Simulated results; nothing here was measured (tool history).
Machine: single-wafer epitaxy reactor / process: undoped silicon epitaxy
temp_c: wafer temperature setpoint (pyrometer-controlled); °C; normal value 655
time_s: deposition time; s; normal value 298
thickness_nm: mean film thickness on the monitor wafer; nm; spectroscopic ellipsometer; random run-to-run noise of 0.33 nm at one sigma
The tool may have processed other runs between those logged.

run,hour,temp_c,time_s,"read-back reference wafer on the same gauge, thickness_nm",thickness_nm
1,0,655,298,61.344,56.465
2,89.4,655,298,61.404,57.268
3,132.6,650,337,61.254,58.072
# hour 168.3: pyrometer calibrated
4,190.3,655,298,61.181,56.196
5,247.7,655,298,61.331,56.166
6,340,655,298,61.2,56.662
7,384.5,655,298,61.173,56.85
8,440.4,655,298,61.213,56.704
9,515.8,655,298,61.196,56.608
10,611.5,655,298,61.407,56.484
11,661.4,655,259,61.327,49.643
12,760,655,298,61.174,56.829
13,994.1,655,279,61.478,53.18
14,1061.4,655,298,61.283,56.396
15,1108.3,655,298,61.411,56.983
16,1192.8,655,298,61.234,56.341
17,1235.3,655,298,61.441,56.43
18,1281.8,655,298,61.221,57.18
19,1333.3,655,298,61.461,56.331
# hour 1371.2: pyrometer calibrated
20,1406.7,655,298,61.42,56.321
21,1468.3,644,274,61.277,42.59
22,1534.6,655,298,61.232,56.778
23,1582.6,646,275,61.25,44.097
24,1662,648,298,61.331,49.497
25,1703.3,643,268,61.47,40.539
# hour 1712.4: gauge calibrated
26,1777.5,655,281,61.353,53.422
27,1870.3,655,298,61.395,57.208
28,1911.4,669,315,61.388,78.598
29,1968.9,655,265,61.433,50.831
30,2037.8,662,328,61.24,71.043
31,2131.6,655,298,61.349,57.023
32,2192.7,662,248,61.34,54.473
33,2258.9,666,334,61.423,77.942
34,2332.5,644,298,61.365,46.233
35,2393.9,650,350,61.255,60.977
36,2499.1,667,315,61.297,75.091
# hour 2588.3: pyrometer calibrated
37,2606.3,642,321,61.198,47.471
38,2660,655,298,61.257,56.596
39,2764.3,662,351,61.291,76.745
40,2840.5,655,242,61.37,46.362

Branching from run 40: 3 alternative next runs. What would each branch give?
A,2841,655,298,?,?
B,2841,666,298,?,?
C,2841,666,351,?,?

run,"read-back reference wafer on the same gauge, thickness_nm",thickness_nm
A,61.25,57.153
B,61.25,70.262
C,61.25,82.758
With no hidden state in the tool, these same runs would have given:
run,thickness_nm
A,57.153
B,70.262
C,82.758

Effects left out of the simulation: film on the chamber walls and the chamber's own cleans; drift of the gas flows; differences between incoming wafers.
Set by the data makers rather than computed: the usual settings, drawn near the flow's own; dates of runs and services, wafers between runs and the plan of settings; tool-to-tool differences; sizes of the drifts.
